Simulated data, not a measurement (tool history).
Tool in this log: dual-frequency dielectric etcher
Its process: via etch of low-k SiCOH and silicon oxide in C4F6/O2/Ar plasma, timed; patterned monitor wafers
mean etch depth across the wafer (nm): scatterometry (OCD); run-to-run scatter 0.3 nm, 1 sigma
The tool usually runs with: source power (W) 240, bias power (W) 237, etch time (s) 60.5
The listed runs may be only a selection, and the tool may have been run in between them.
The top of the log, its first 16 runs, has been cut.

run     day  source power (W)  bias power (W)  etch time (s)  read-back reference wafer on the same gauge, depth_nm  mean etch depth across the wafer (nm)
 17  16.088               300             195             67                                                    168                                  165.5
     16.888  -- source power generator calibrated
 18  17.212               240             237           60.5                                                    168                                  145.8
 19  17.896               200             269           44.5                                                    168                                    104
 20  18.429               240             237           60.5                                                    168                                    145
     19.879  -- upper electrode replaced
 21    19.9               190             257             78                                                  167.9                                    176
 22  20.896               240             237           48.5                                                    168                                  116.3
 23  21.783               240             207           60.5                                                  167.9                                  138.9
     22.054  -- bias power generator calibrated
 24  22.892               290             284             46                                                    168                                  126.1
 25  23.792               240             237             78                                                    168                                  186.8
 26  24.529               240             237           60.5                                                  168.1                                  144.6
 27  25.621               210             237           60.5                                                  168.2                                  137.5
 28  26.121               280             221           70.5                                                    168                                  174.7
 29  27.533               240             271           60.5                                                    168                                  151.3
 30  28.517               240             207           60.5                                                  167.9                                  137.8

Predict each of these 4 candidate next runs independently; none follows another, all start after run 30:
  A  28.533               240             237           60.5                                                      ?                                      ?
  B  28.533               280             221             76                                                      ?                                      ?
  C  28.533               240             200           71.5                                                      ?                                      ?
  D  28.533               190             237           54.5                                                      ?                                      ?

run  read-back reference wafer on the same gauge, depth_nm  mean etch depth across the wafer (nm)
  A                                                    168                                  143.9
  B                                                    168                                  187.5
  C                                                    168                                  160.7
  D                                                    168                                  118.5
With the hidden condition removed and each run's random variation left untouched, the same runs would have given:
run  mean etch depth across the wafer (nm)
  A                                  145.2
  B                                  189.1
  C                                  162.1
  D                                  119.5
